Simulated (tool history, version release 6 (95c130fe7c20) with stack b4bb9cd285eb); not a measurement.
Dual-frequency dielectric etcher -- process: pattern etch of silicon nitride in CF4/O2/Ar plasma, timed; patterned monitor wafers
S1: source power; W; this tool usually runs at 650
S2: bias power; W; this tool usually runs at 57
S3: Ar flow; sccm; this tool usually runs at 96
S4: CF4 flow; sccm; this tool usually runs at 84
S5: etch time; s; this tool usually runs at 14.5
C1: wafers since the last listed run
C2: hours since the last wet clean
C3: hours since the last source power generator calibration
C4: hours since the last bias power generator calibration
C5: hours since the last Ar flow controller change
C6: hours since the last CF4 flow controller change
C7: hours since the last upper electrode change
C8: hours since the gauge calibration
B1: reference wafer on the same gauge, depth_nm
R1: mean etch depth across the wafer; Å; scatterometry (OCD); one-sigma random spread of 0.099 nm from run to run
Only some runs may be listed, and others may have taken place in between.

Run 1, hour 0.0: usual settings; C1 0; C2 195.3; C3 545.9; C4 1719.6; C5 1431.7; C6 2873.4; C7 1668.7; C8 503.8; B1 35.58. Result: R1 354.8 Å.
Run 2, hour 58.5: usual settings but S5 11.5 s; C1 1021; C2 253.8; C3 604.4; C4 1778.1; C5 1490.2; C6 2931.9; C7 1727.2; C8 562.3; B1 35.60. Result: R1 279.4 Å.
Run 3, hour 156.1: usual settings; C1 1704; C2 351.4; C3 702.0; C4 1875.7; C5 1587.8; C6 3029.5; C7 1824.8; C8 659.9; B1 35.59. Result: R1 348.6 Å.
Run 4, hour 206.6: usual settings; C1 881; C2 401.9; C3 752.5; C4 1926.2; C5 1638.3; C6 3080.0; C7 1875.3; C8 710.4; B1 35.65. Result: R1 351.1 Å.
Run 5, hour 255.1: usual settings; C1 846; C2 450.4; C3 801.0; C4 1974.7; C5 1686.8; C6 3128.5; C7 1923.8; C8 758.9; B1 35.59. Result: R1 349.7 Å.
At hour 335.7: wet clean of the chamber.
Run 6, hour 336.2: usual settings but S2 64 W; C1 997; C2 0.5; C3 882.1; C4 2055.8; C5 1767.9; C6 3209.6; C7 2004.9; C8 840.0; B1 35.59. Result: R1 369.2 Å.
Run 7, hour 380.2: usual settings but S2 64 W; C1 768; C2 44.5; C3 926.1; C4 2099.8; C5 1811.9; C6 3253.6; C7 2048.9; C8 884.0; B1 35.63. Result: R1 368.5 Å.
Run 8, hour 443.3: usual settings but S2 64 W; C1 1101; C2 107.6; C3 989.2; C4 2162.9; C5 1875.0; C6 3316.7; C7 2112.0; C8 947.1; B1 35.64. Result: R1 369.9 Å.
At hour 496.8: CF4 flow controller replaced.
At hour 629.6: Ar flow controller replaced.
Run 9, hour 722.4: usual settings; C1 4664; C2 386.7; C3 1268.3; C4 2442.0; C5 92.8; C6 225.6; C7 2391.1; C8 1226.2; B1 35.54. Result: R1 350.4 Å.
At hour 728.6: bias power generator calibrated.
At hour 772.5: upper electrode replaced.
Run 10, hour 814.2: usual settings but S2 50 W; C1 1114; C2 478.5; C3 1360.1; C4 85.6; C5 184.6; C6 317.4; C7 41.7; C8 1318.0; B1 35.57. Result: R1 332.5 Å.
Run 11, hour 860.5: usual settings but S5 11.5 s; C1 808; C2 524.8; C3 1406.4; C4 131.9; C5 230.9; C6 363.7; C7 88.0; C8 1364.3; B1 35.65. Result: R1 276.4 Å.
At hour 918.6: wet clean of the chamber.
Run 12, hour 927.6: usual settings but S5 18.5 s; C1 752; C2 9.0; C3 1473.5; C4 199.0; C5 298.0; C6 430.8; C7 155.1; C8 1431.4; B1 35.57. Result: R1 451.1 Å.
Run 13, hour 992.0: usual settings; C1 1124; C2 73.4; C3 1537.9; C4 263.4; C5 362.4; C6 495.2; C7 219.5; C8 1495.8; B1 35.62. Result: R1 353.1 Å.
At hour 1016.9: source power generator calibrated.
Run 14, hour 1047.6: usual settings but S1 690 W, S2 48 W, S3 112 sccm, S4 101 sccm; C1 901; C2 129.0; C3 30.7; C4 319.0; C5 418.0; C6 550.8; C7 275.1; C8 1551.4; B1 35.57. Result: R1 348.7 Å.
Run 15, hour 1109.4: usual settings; C1 1079; C2 190.8; C3 92.5; C4 380.8; C5 479.8; C6 612.6; C7 336.9; C8 1613.2; B1 35.57. Result: R1 350.5 Å.
At hour 1112.0: gauge calibrated.
Run 16, hour 1188.6: usual settings; C1 1383; C2 270.0; C3 171.7; C4 460.0; C5 559.0; C6 691.8; C7 416.1; C8 76.6; B1 35.62. Result: R1 351.1 Å.
Run 17, hour 1274.2: usual settings but S1 600 W, S5 11.0 s; C1 1494; C2 355.6; C3 257.3; C4 545.6; C5 644.6; C6 777.4; C7 501.7; C8 162.2; B1 35.63. Result: R1 250.2 Å.
Run 18, hour 1341.2: usual settings but S2 51 W, S3 112 sccm, S4 100 sccm, S5 12.5 s; C1 1170; C2 422.6; C3 324.3; C4 612.6; C5 711.6; C6 844.4; C7 568.7; C8 229.2; B1 35.61. Result: R1 291.3 Å.
Run 19, hour 1390.3: usual settings; C1 857; C2 471.7; C3 373.4; C4 661.7; C5 760.7; C6 893.5; C7 617.8; C8 278.3; B1 35.60. Result: R1 348.4 Å.
At hour 1418.0: wet clean of the chamber.
Run 20, hour 1440.9: usual settings but S1 600 W, S2 61 W, S3 84 sccm, S5 10.5 s; C1 464; C2 22.9; C3 424.0; C4 712.3; C5 811.3; C6 944.1; C7 668.4; C8 328.9; B1 35.61. Result: R1 250.9 Å.
Run 21, hour 1487.7: usual settings but S2 45 W, S4 74 sccm, S5 10.0 s; C1 817; C2 69.7; C3 470.8; C4 759.1; C5 858.1; C6 990.9; C7 715.2; C8 375.7; B1 35.60. Result: R1 221.1 Å.

Per-run results on a tool with no hidden state, each run keeping its own random variation:
Hidden state present: etch rate over this chamber's usual, %; source power that arrives over what is set, %; bias power that arrives over what is set, %; Ar flow that arrives over what is set, %; CF4 flow that arrives over what is set, %; gauge reads high (%).
run     R1
  1  356.9
  2  281.6
  3  352.4
  4  355.6
  5  354.7
  6  370.1
  7  369.9
  8  372.1
  9  355.8
 10  338.7
 11  281.9
 12  451.7
 13  354.4
 14  350.6
 15  353.2
 16  354.7
 17  253.4
 18  295.8
 19  354.4
 20  250.9
 21  221.4

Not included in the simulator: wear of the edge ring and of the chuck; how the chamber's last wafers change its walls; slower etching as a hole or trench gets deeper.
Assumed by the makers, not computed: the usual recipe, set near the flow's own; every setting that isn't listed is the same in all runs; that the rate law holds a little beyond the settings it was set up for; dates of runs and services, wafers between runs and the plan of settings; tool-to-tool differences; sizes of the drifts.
